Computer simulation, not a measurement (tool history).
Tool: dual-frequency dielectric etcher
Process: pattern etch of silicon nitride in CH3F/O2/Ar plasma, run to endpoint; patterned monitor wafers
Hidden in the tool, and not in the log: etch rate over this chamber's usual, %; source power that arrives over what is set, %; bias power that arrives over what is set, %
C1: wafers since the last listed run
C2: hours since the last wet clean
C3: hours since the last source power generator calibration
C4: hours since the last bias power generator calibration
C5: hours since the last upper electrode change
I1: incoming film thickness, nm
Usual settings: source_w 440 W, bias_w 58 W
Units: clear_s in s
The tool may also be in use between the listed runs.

Run 1, hour 0.0: usual settings but bias_w 48 W; C1 0; C2 534.1; C3 3292.7; C4 4448.2; C5 5196.8; I1 25.65. Result: clear_s 36.8 s.
Run 2, hour 32.9: usual settings but bias_w 48 W; C1 545; C2 567.0; C3 3325.6; C4 4481.1; C5 5229.7; I1 25.39. Result: clear_s 36.3 s.
Run 3, hour 61.0: usual settings but bias_w 48 W; C1 466; C2 595.1; C3 3353.7; C4 4509.2; C5 5257.8; I1 25.43. Result: clear_s 36.9 s.
At hour 102.9: wet clean of the chamber.
Run 4, hour 120.5: usual settings; C1 588; C2 17.6; C3 3413.2; C4 4568.7; C5 5317.3; I1 25.52. Result: clear_s 35.1 s.
Run 5, hour 175.7: usual settings; C1 915; C2 72.8; C3 3468.4; C4 4623.9; C5 5372.5; I1 25.27. Result: clear_s 34.6 s.
Run 6, hour 213.8: usual settings but bias_w 66 W; C1 632; C2 110.9; C3 3506.5; C4 4662.0; C5 5410.6; I1 25.47. Result: clear_s 33.2 s.
At hour 332.6: source power generator calibrated.
Run 7, hour 417.2: usual settings but bias_w 66 W; C1 3308; C2 314.3; C3 84.6; C4 4865.4; C5 5614.0; I1 25.41. Result: clear_s 32.5 s.
Run 8, hour 447.8: usual settings; C1 507; C2 344.9; C3 115.2; C4 4896.0; C5 5644.6; I1 25.37. Result: clear_s 34.6 s.
Run 9, hour 514.3: usual settings; C1 1103; C2 411.4; C3 181.7; C4 4962.5; C5 5711.1; I1 25.35. Result: clear_s 34.2 s.
Run 10, hour 561.4: usual settings; C1 781; C2 458.5; C3 228.8; C4 5009.6; C5 5758.2; I1 25.39. Result: clear_s 34.1 s.
Run 11, hour 585.7: usual settings; C1 403; C2 482.8; C3 253.1; C4 5033.9; C5 5782.5; I1 25.53. Result: clear_s 34.2 s.
At hour 628.2: bias power generator calibrated.
Run 12, hour 649.5: usual settings; C1 992; C2 546.6; C3 316.9; C4 21.3; C5 5846.3; I1 25.53. Result: clear_s 34.2 s.
Run 13, hour 703.5: usual settings; C1 895; C2 600.6; C3 370.9; C4 75.3; C5 5900.3; I1 25.42. Result: clear_s 34.1 s.
At hour 731.7: wet clean of the chamber.
Run 14, hour 766.2: usual settings but source_w 410 W, bias_w 64 W; C1 642; C2 34.5; C3 433.6; C4 138.0; C5 5963.0; I1 25.47. Result: clear_s 34.3 s.
At hour 790.8: upper electrode replaced.
Run 15, hour 825.8: usual settings but source_w 500 W, bias_w 68 W; C1 590; C2 94.1; C3 493.2; C4 197.6; C5 35.0; I1 25.22. Result: clear_s 30.5 s.
Run 16, hour 896.5: usual settings but source_w 390 W, bias_w 48 W; C1 1172; C2 164.8; C3 563.9; C4 268.3; C5 105.7; I1 25.61. Result: clear_s 39.1 s.
Run 17, hour 954.3: usual settings but source_w 400 W; C1 958; C2 222.6; C3 621.7; C4 326.1; C5 163.5; I1 25.40. Result: clear_s 35.7 s.
Run 18, hour 1008.1: usual settings; C1 892; C2 276.4; C3 675.5; C4 379.9; C5 217.3; I1 25.57. Result: clear_s 34.4 s.
Run 19, hour 1032.4: usual settings but source_w 490 W, bias_w 50 W; C1 403; C2 300.7; C3 699.8; C4 404.2; C5 241.6; I1 25.21. Result: clear_s 34.3 s.
Run 20, hour 1091.9: usual settings but source_w 530 W, bias_w 66 W; C1 987; C2 360.2; C3 759.3; C4 463.7; C5 301.1; I1 25.43. Result: clear_s 30.4 s.

Hidden state at the last listed run before each entry between runs and at the first one after, where it differs:
Between runs 3 and 4: wet clean of the chamber (hour 102.9)
  etch rate over this chamber's usual, %: 2.49 -> 0.17
  measured less the result without the state, clear_s: -0.9 -> -0.1 s
Between runs 6 and 7: source power generator calibrated (hour 332.6)
  etch rate over this chamber's usual, %: 0.603 -> 1.55
  measured less the result without the state, clear_s: -0.2 -> -0.6 s
Between runs 11 and 12: bias power generator calibrated (hour 628.2)
  etch rate over this chamber's usual, %: 2.33 -> 2.62
  measured less the result without the state, clear_s: -0.8 -> -0.9 s
Between runs 13 and 14: wet clean of the chamber (hour 731.7)
  etch rate over this chamber's usual, %: 2.87 -> 0.313
  measured less the result without the state, clear_s: -1.0 -> -0.1 s
Between runs 14 and 15: upper electrode replaced (hour 790.8)
  etch rate over this chamber's usual, %: 0.313 -> 0.589
  measured less the result without the state, clear_s: -0.1 -> -0.2 s
